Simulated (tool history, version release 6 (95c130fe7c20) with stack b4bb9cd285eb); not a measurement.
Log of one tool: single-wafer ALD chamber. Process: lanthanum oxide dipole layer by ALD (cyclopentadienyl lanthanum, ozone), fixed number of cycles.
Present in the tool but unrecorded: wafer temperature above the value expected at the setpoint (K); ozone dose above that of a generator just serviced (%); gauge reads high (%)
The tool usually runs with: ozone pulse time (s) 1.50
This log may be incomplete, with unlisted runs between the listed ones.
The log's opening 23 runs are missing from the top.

run,hour,ozone pulse time (s),wafers since the last listed run,hours since the last thermocouple change,hours since the last ozone generator service,hours since the showerhead was replaced,hours since the gauge calibration,"read-back reference wafer on the same gauge, thickness_nm",mean film thickness on the monitor wafer (angstrom)
# hour 2207.3: thermocouple changed; heater temperature recalibrated
24,2207.8,0.94,631,0.5,944.0,1750.7,711.5,0.586,4.40
25,2278.6,0.90,1087,71.3,1014.8,1821.5,782.3,0.587,4.34
26,2447.0,1.78,2587,239.7,1183.2,1989.9,950.7,0.588,5.29
27,2553.9,1.50,1642,346.6,1290.1,2096.8,1057.6,0.587,5.12
28,2623.2,1.50,1064,415.9,1359.4,2166.1,1126.9,0.587,5.16
29,2725.3,1.33,1568,518.0,1461.5,2268.2,1229.0,0.587,4.98
30,2766.8,1.34,637,559.5,1503.0,2309.7,1270.5,0.587,5.01
31,2827.5,1.19,932,620.2,1563.7,2370.4,1331.2,0.586,4.81
# hour 3005.9: ozone generator serviced
32,3147.2,1.92,4788,939.9,141.3,2690.1,1650.9,0.587,5.42
33,3197.3,1.03,769,990.0,191.4,2740.2,1701.0,0.587,4.74

Below are 5 alternative next runs, each starting from the tool's condition after run 33. Predict each:
A,3197.7,2.09,6,990.4,191.8,2740.6,1701.4,?,?
B,3197.7,1.16,6,990.4,191.8,2740.6,1701.4,?,?
C,3197.7,1.06,6,990.4,191.8,2740.6,1701.4,?,?
D,3197.7,2.08,6,990.4,191.8,2740.6,1701.4,?,?
E,3197.7,1.67,6,990.4,191.8,2740.6,1701.4,?,?

run,"read-back reference wafer on the same gauge, thickness_nm",mean film thickness on the monitor wafer (angstrom)
A,0.587,5.46
B,0.587,4.94
C,0.587,4.80
D,0.587,5.46
E,0.587,5.33
Without the tool's unlogged condition, the same runs would have read:
run,mean film thickness on the monitor wafer (angstrom)
A,5.47
B,4.99
C,4.86
D,5.47
E,5.36
